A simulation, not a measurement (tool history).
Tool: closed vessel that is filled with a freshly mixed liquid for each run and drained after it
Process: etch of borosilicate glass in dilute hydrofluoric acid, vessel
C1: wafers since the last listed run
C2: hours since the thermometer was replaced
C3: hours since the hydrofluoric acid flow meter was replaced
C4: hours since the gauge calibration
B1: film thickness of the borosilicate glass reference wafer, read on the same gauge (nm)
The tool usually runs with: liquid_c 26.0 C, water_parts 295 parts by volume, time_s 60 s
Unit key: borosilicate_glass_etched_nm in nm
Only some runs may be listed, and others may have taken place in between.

{"run": 1, "day": 0.0, "liquid_c": 26.0, "water_parts": 250, "time_s": 60, "C1": 0, "C2": 1853.7, "C3": 274.0, "C4": 38.9, "B1": 89.99, "borosilicate_glass_etched_nm": 5.81}
{"run": 2, "day": 0.525, "liquid_c": 26.0, "water_parts": 250, "time_s": 60, "C1": 1435, "C2": 1866.3, "C3": 286.6, "C4": 51.5, "B1": 90.0, "borosilicate_glass_etched_nm": 5.82}
{"run": 3, "day": 1.183, "liquid_c": 26.0, "water_parts": 250, "time_s": 60, "C1": 1800, "C2": 1882.1, "C3": 302.4, "C4": 67.3, "B1": 89.99, "borosilicate_glass_etched_nm": 5.82}
{"run": 4, "day": 3.138, "liquid_c": 26.0, "water_parts": 295, "time_s": 60, "C1": 5343, "C2": 1929.0, "C3": 349.3, "C4": 114.2, "B1": 89.99, "borosilicate_glass_etched_nm": 4.64}
{"run": 5, "day": 3.571, "liquid_c": 26.0, "water_parts": 295, "time_s": 60, "C1": 1184, "C2": 1939.4, "C3": 359.7, "C4": 124.6, "B1": 89.99, "borosilicate_glass_etched_nm": 4.62}
{"run": 6, "day": 3.858, "liquid_c": 26.0, "water_parts": 295, "time_s": 45, "C1": 786, "C2": 1946.3, "C3": 366.6, "C4": 131.5, "B1": 90.0, "borosilicate_glass_etched_nm": 3.47}
{"run": 7, "day": 4.117, "liquid_c": 26.0, "water_parts": 295, "time_s": 45, "C1": 706, "C2": 1952.5, "C3": 372.8, "C4": 137.7, "B1": 90.0, "borosilicate_glass_etched_nm": 3.44}
{"run": 8, "day": 4.471, "liquid_c": 26.0, "water_parts": 295, "time_s": 45, "C1": 968, "C2": 1961.0, "C3": 381.3, "C4": 146.2, "B1": 90.0, "borosilicate_glass_etched_nm": 3.44}
{"run": 9, "day": 4.908, "liquid_c": 26.0, "water_parts": 295, "time_s": 60, "C1": 1196, "C2": 1971.5, "C3": 391.8, "C4": 156.7, "B1": 89.98, "borosilicate_glass_etched_nm": 4.54}
{"run": 10, "day": 5.546, "liquid_c": 26.0, "water_parts": 295, "time_s": 60, "C1": 1743, "C2": 1986.8, "C3": 407.1, "C4": 172.0, "B1": 89.99, "borosilicate_glass_etched_nm": 4.58}
{"run": 11, "day": 6.204, "liquid_c": 26.0, "water_parts": 295, "time_s": 60, "C1": 1800, "C2": 2002.6, "C3": 422.9, "C4": 187.8, "B1": 90.0, "borosilicate_glass_etched_nm": 4.62}
{"day": 6.338, "done": "thermometer replaced"}
{"run": 12, "day": 6.604, "liquid_c": 26.0, "water_parts": 295, "time_s": 60, "C1": 979, "C2": 6.4, "C3": 432.5, "C4": 197.4, "B1": 90.01, "borosilicate_glass_etched_nm": 4.61}
{"run": 13, "day": 7.071, "liquid_c": 28.5, "water_parts": 295, "time_s": 60, "C1": 1276, "C2": 17.6, "C3": 443.7, "C4": 208.6, "B1": 90.01, "borosilicate_glass_etched_nm": 4.96}
{"run": 14, "day": 7.692, "liquid_c": 26.0, "water_parts": 295, "time_s": 60, "C1": 1697, "C2": 32.5, "C3": 458.6, "C4": 223.5, "B1": 90.01, "borosilicate_glass_etched_nm": 4.57}
{"run": 15, "day": 8.271, "liquid_c": 26.0, "water_parts": 295, "time_s": 60, "C1": 1583, "C2": 46.4, "C3": 472.5, "C4": 237.4, "B1": 90.0, "borosilicate_glass_etched_nm": 4.52}
{"run": 16, "day": 8.754, "liquid_c": 26.0, "water_parts": 295, "time_s": 60, "C1": 1321, "C2": 58.0, "C3": 484.1, "C4": 249.0, "B1": 90.0, "borosilicate_glass_etched_nm": 4.54}
{"run": 17, "day": 9.292, "liquid_c": 26.0, "water_parts": 295, "time_s": 60, "C1": 1469, "C2": 70.9, "C3": 497.0, "C4": 261.9, "B1": 90.0, "borosilicate_glass_etched_nm": 4.5}
{"run": 18, "day": 9.579, "liquid_c": 21.0, "water_parts": 210, "time_s": 80, "C1": 786, "C2": 77.8, "C3": 503.9, "C4": 268.8, "B1": 89.99, "borosilicate_glass_etched_nm": 7.81}
{"run": 19, "day": 10.3, "liquid_c": 26.0, "water_parts": 295, "time_s": 60, "C1": 1970, "C2": 95.1, "C3": 521.2, "C4": 286.1, "B1": 90.0, "borosilicate_glass_etched_nm": 4.46}
{"day": 10.429, "done": "gauge calibrated"}
{"run": 20, "day": 10.95, "liquid_c": 30.0, "water_parts": 240, "time_s": 60, "C1": 1777, "C2": 110.7, "C3": 536.8, "C4": 12.5, "B1": 89.98, "borosilicate_glass_etched_nm": 6.71}
{"day": 11.638, "done": "hydrofluoric acid flow meter replaced"}
{"run": 21, "day": 11.654, "liquid_c": 28.5, "water_parts": 340, "time_s": 80, "C1": 1811, "C2": 127.6, "C3": 0.4, "C4": 29.4, "B1": 90.01, "borosilicate_glass_etched_nm": 6.06}
{"run": 22, "day": 12.008, "liquid_c": 29.0, "water_parts": 400, "time_s": 40, "C1": 968, "C2": 136.1, "C3": 8.9, "C4": 37.9, "B1": 90.01, "borosilicate_glass_etched_nm": 2.45}
{"run": 23, "day": 12.562, "liquid_c": 26.0, "water_parts": 295, "time_s": 50, "C1": 1515, "C2": 149.4, "C3": 22.2, "C4": 51.2, "B1": 90.0, "borosilicate_glass_etched_nm": 4.17}
{"run": 24, "day": 13.312, "liquid_c": 26.0, "water_parts": 295, "time_s": 60, "C1": 2050, "C2": 167.4, "C3": 40.2, "C4": 69.2, "B1": 90.01, "borosilicate_glass_etched_nm": 4.97}
{"run": 25, "day": 13.833, "liquid_c": 30.5, "water_parts": 295, "time_s": 60, "C1": 1424, "C2": 179.9, "C3": 52.7, "C4": 81.7, "B1": 89.99, "borosilicate_glass_etched_nm": 5.78}
{"run": 26, "day": 14.308, "liquid_c": 26.0, "water_parts": 295, "time_s": 60, "C1": 1298, "C2": 191.3, "C3": 64.1, "C4": 93.1, "B1": 90.01, "borosilicate_glass_etched_nm": 4.97}
{"run": 27, "day": 14.808, "liquid_c": 26.0, "water_parts": 295, "time_s": 60, "C1": 1367, "C2": 203.3, "C3": 76.1, "C4": 105.1, "B1": 90.0, "borosilicate_glass_etched_nm": 4.95}
{"run": 28, "day": 15.108, "liquid_c": 22.0, "water_parts": 295, "time_s": 60, "C1": 820, "C2": 210.5, "C3": 83.3, "C4": 112.3, "B1": 90.02, "borosilicate_glass_etched_nm": 4.36}
{"run": 29, "day": 15.858, "liquid_c": 30.0, "water_parts": 295, "time_s": 60, "C1": 2050, "C2": 228.5, "C3": 101.3, "C4": 130.3, "B1": 90.02, "borosilicate_glass_etched_nm": 5.59}
{"run": 30, "day": 16.529, "liquid_c": 24.5, "water_parts": 365, "time_s": 85, "C1": 1834, "C2": 244.6, "C3": 117.4, "C4": 146.4, "B1": 90.01, "borosilicate_glass_etched_nm": 4.94}
{"run": 31, "day": 17.171, "liquid_c": 21.0, "water_parts": 295, "time_s": 40, "C1": 1754, "C2": 260.0, "C3": 132.8, "C4": 161.8, "B1": 90.01, "borosilicate_glass_etched_nm": 2.72}
{"run": 32, "day": 17.65, "liquid_c": 26.0, "water_parts": 295, "time_s": 60, "C1": 1310, "C2": 271.5, "C3": 144.3, "C4": 173.3, "B1": 89.99, "borosilicate_glass_etched_nm": 4.94}
{"run": 33, "day": 18.183, "liquid_c": 23.0, "water_parts": 295, "time_s": 45, "C1": 1458, "C2": 284.3, "C3": 157.1, "C4": 186.1, "B1": 90.01, "borosilicate_glass_etched_nm": 3.3}

The tool's hidden state at each run:
liquid colder than its thermometer reads (K): 0 across all the runs
gauge reads high (%): 0 across all the runs
H1: hydrofluoric acid flow below the setpoint (%)
run=1 H1=5.04
run=2 H1=5.2
run=3 H1=5.41
run=4 H1=6.02
run=5 H1=6.15
run=6 H1=6.24
run=7 H1=6.32
run=8 H1=6.43
run=9 H1=6.57
run=10 H1=6.77
run=11 H1=6.97
run=12 H1=7.1
run=13 H1=7.24
run=14 H1=7.44
run=15 H1=7.62
run=16 H1=7.77
run=17 H1=7.94
run=18 H1=8.03
run=19 H1=8.25
run=20 H1=8.46
run=21 H1=0.398
run=22 H1=0.509
run=23 H1=0.682
run=24 H1=0.916
run=25 H1=1.08
run=26 H1=1.23
run=27 H1=1.38
run=28 H1=1.48
run=29 H1=1.71
run=30 H1=1.92
run=31 H1=2.12
run=32 H1=2.27
run=33 H1=2.44
